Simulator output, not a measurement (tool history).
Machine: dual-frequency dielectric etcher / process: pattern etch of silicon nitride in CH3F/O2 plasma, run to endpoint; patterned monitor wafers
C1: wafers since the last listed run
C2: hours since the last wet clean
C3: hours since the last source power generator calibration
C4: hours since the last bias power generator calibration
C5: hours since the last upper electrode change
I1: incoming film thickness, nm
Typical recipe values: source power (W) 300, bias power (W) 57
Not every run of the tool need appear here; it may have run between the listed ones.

run 1 hour=0.0 | source_power_(W)=320 bias_power_(W)=57 | C1=0 C2=245.0 C3=1525.2 C4=3326.6 C5=2899.8 | I1=83.1 | endpoint_time_(s)=110.3
run 2 hour=52.9 | source_power_(W)=300 bias_power_(W)=51 | C1=435 C2=297.9 C3=1578.1 C4=3379.5 C5=2952.7 | I1=83.8 | endpoint_time_(s)=120.5
run 3 hour=79.0 | source_power_(W)=300 bias_power_(W)=51 | C1=215 C2=324.0 C3=1604.2 C4=3405.6 C5=2978.8 | I1=83.5 | endpoint_time_(s)=121.1
run 4 hour=129.4 | source_power_(W)=340 bias_power_(W)=50 | C1=415 C2=374.4 C3=1654.6 C4=3456.0 C5=3029.2 | I1=83.5 | endpoint_time_(s)=116.4
run 5 hour=180.4 | source_power_(W)=340 bias_power_(W)=50 | C1=420 C2=425.4 C3=1705.6 C4=3507.0 C5=3080.2 | I1=83.5 | endpoint_time_(s)=116.0
-- hour=204.4 bias power generator calibrated
run 6 hour=222.5 | source_power_(W)=340 bias_power_(W)=50 | C1=314 C2=467.5 C3=1747.7 C4=18.1 C5=3122.3 | I1=84.1 | endpoint_time_(s)=117.4
run 7 hour=291.8 | source_power_(W)=300 bias_power_(W)=47 | C1=571 C2=536.8 C3=1817.0 C4=87.4 C5=3191.6 | I1=83.4 | endpoint_time_(s)=128.3
-- hour=351.5 wet clean of the chamber
run 8 hour=352.0 | source_power_(W)=330 bias_power_(W)=57 | C1=298 C2=0.5 C3=1877.2 C4=147.6 C5=3251.8 | I1=83.7 | endpoint_time_(s)=109.6
-- hour=385.1 upper electrode replaced
run 9 hour=385.6 | source_power_(W)=270 bias_power_(W)=64 | C1=79 C2=34.1 C3=1910.8 C4=181.2 C5=0.5 | I1=82.9 | endpoint_time_(s)=110.1
run 10 hour=448.1 | source_power_(W)=300 bias_power_(W)=57 | C1=515 C2=96.6 C3=1973.3 C4=243.7 C5=63.0 | I1=83.5 | endpoint_time_(s)=114.4
run 11 hour=502.2 | source_power_(W)=330 bias_power_(W)=67 | C1=445 C2=150.7 C3=2027.4 C4=297.8 C5=117.1 | I1=82.8 | endpoint_time_(s)=99.9
run 12 hour=570.4 | source_power_(W)=340 bias_power_(W)=50 | C1=562 C2=218.9 C3=2095.6 C4=366.0 C5=185.3 | I1=83.9 | endpoint_time_(s)=117.6
run 13 hour=605.9 | source_power_(W)=270 bias_power_(W)=57 | C1=292 C2=254.4 C3=2131.1 C4=401.5 C5=220.8 | I1=82.3 | endpoint_time_(s)=118.5
run 14 hour=643.3 | source_power_(W)=250 bias_power_(W)=46 | C1=308 C2=291.8 C3=2168.5 C4=438.9 C5=258.2 | I1=83.7 | endpoint_time_(s)=138.4
run 15 hour=762.0 | source_power_(W)=300 bias_power_(W)=57 | C1=978 C2=410.5 C3=2287.2 C4=557.6 C5=376.9 | I1=82.8 | endpoint_time_(s)=115.9
run 16 hour=796.3 | source_power_(W)=230 bias_power_(W)=57 | C1=282 C2=444.8 C3=2321.5 C4=591.9 C5=411.2 | I1=83.4 | endpoint_time_(s)=130.2
run 17 hour=860.3 | source_power_(W)=240 bias_power_(W)=62 | C1=527 C2=508.8 C3=2385.5 C4=655.9 C5=475.2 | I1=84.0 | endpoint_time_(s)=124.3
-- hour=902.8 wet clean of the chamber
run 18 hour=917.5 | source_power_(W)=300 bias_power_(W)=57 | C1=273 C2=14.7 C3=2442.7 C4=713.1 C5=532.4 | I1=82.8 | endpoint_time_(s)=112.8
run 19 hour=985.5 | source_power_(W)=300 bias_power_(W)=57 | C1=560 C2=82.7 C3=2510.7 C4=781.1 C5=600.4 | I1=82.3 | endpoint_time_(s)=113.1
run 20 hour=1052.2 | source_power_(W)=340 bias_power_(W)=50 | C1=549 C2=149.4 C3=2577.4 C4=847.8 C5=667.1 | I1=83.3 | endpoint_time_(s)=116.3
run 21 hour=1123.0 | source_power_(W)=280 bias_power_(W)=63 | C1=583 C2=220.2 C3=2648.2 C4=918.6 C5=737.9 | I1=83.9 | endpoint_time_(s)=113.0
run 22 hour=1160.4 | source_power_(W)=340 bias_power_(W)=57 | C1=308 C2=257.6 C3=2685.6 C4=956.0 C5=775.3 | I1=82.6 | endpoint_time_(s)=108.4
run 23 hour=1210.8 | source_power_(W)=250 bias_power_(W)=57 | C1=415 C2=308.0 C3=2736.0 C4=1006.4 C5=825.7 | I1=84.7 | endpoint_time_(s)=127.2
-- hour=1244.2 source power generator calibrated
run 24 hour=1260.7 | source_power_(W)=300 bias_power_(W)=52 | C1=378 C2=357.9 C3=16.5 C4=1056.3 C5=875.6 | I1=83.5 | endpoint_time_(s)=121.5
run 25 hour=1328.2 | source_power_(W)=330 bias_power_(W)=51 | C1=556 C2=425.4 C3=84.0 C4=1123.8 C5=943.1 | I1=83.7 | endpoint_time_(s)=119.1
run 26 hour=1362.4 | source_power_(W)=340 bias_power_(W)=49 | C1=281 C2=459.6 C3=118.2 C4=1158.0 C5=977.3 | I1=83.8 | endpoint_time_(s)=119.0
run 27 hour=1425.7 | source_power_(W)=370 bias_power_(W)=45 | C1=521 C2=522.9 C3=181.5 C4=1221.3 C5=1040.6 | I1=82.3 | endpoint_time_(s)=119.5
-- hour=1454.6 wet clean of the chamber
run 28 hour=1485.3 | source_power_(W)=260 bias_power_(W)=43 | C1=293 C2=30.7 C3=241.1 C4=1280.9 C5=1100.2 | I1=83.8 | endpoint_time_(s)=138.6
run 29 hour=1550.9 | source_power_(W)=270 bias_power_(W)=71 | C1=540 C2=96.3 C3=306.7 C4=1346.5 C5=1165.8 | I1=82.9 | endpoint_time_(s)=105.7
run 30 hour=1619.2 | source_power_(W)=270 bias_power_(W)=66 | C1=562 C2=164.6 C3=375.0 C4=1414.8 C5=1234.1 | I1=83.2 | endpoint_time_(s)=109.6
run 31 hour=1669.4 | source_power_(W)=300 bias_power_(W)=57 | C1=413 C2=214.8 C3=425.2 C4=1465.0 C5=1284.3 | I1=83.5 | endpoint_time_(s)=114.2
run 32 hour=1696.3 | source_power_(W)=300 bias_power_(W)=64 | C1=221 C2=241.7 C3=452.1 C4=1491.9 C5=1311.2 | I1=83.5 | endpoint_time_(s)=107.8
run 33 hour=1767.2 | source_power_(W)=300 bias_power_(W)=57 | C1=584 C2=312.6 C3=523.0 C4=1562.8 C5=1382.1 | I1=83.8 | endpoint_time_(s)=114.7
run 34 hour=1822.7 | source_power_(W)=370 bias_power_(W)=47 | C1=457 C2=368.1 C3=578.5 C4=1618.3 C5=1437.6 | I1=83.7 | endpoint_time_(s)=116.5

Here are 5 independent what-if runs from the current tool condition. What would each one return?
run A hour=1823.2 | source_power_(W)=280 bias_power_(W)=57 | C1=4 C2=368.6 C3=579.0 C4=1618.8 C5=1438.1 | I1=82.6 | endpoint_time_(s)=?
run B hour=1823.2 | source_power_(W)=300 bias_power_(W)=46 | C1=4 C2=368.6 C3=579.0 C4=1618.8 C5=1438.1 | I1=82.6 | endpoint_time_(s)=?
run C hour=1823.2 | source_power_(W)=370 bias_power_(W)=70 | C1=4 C2=368.6 C3=579.0 C4=1618.8 C5=1438.1 | I1=82.6 | endpoint_time_(s)=?
run D hour=1823.2 | source_power_(W)=260 bias_power_(W)=70 | C1=4 C2=368.6 C3=579.0 C4=1618.8 C5=1438.1 | I1=82.6 | endpoint_time_(s)=?
run E hour=1823.2 | source_power_(W)=270 bias_power_(W)=48 | C1=4 C2=368.6 C3=579.0 C4=1618.8 C5=1438.1 | I1=82.6 | endpoint_time_(s)=?

run=A endpoint_time_(s)=117.4
run=B endpoint_time_(s)=127.0
run=C endpoint_time_(s)=94.7
run=D endpoint_time_(s)=109.3
run=E endpoint_time_(s)=130.0
Without the tool's unlogged condition, the same runs would have read:
run=A endpoint_time_(s)=115.0
run=B endpoint_time_(s)=124.4
run=C endpoint_time_(s)=92.8
run=D endpoint_time_(s)=107.0
run=E endpoint_time_(s)=127.3
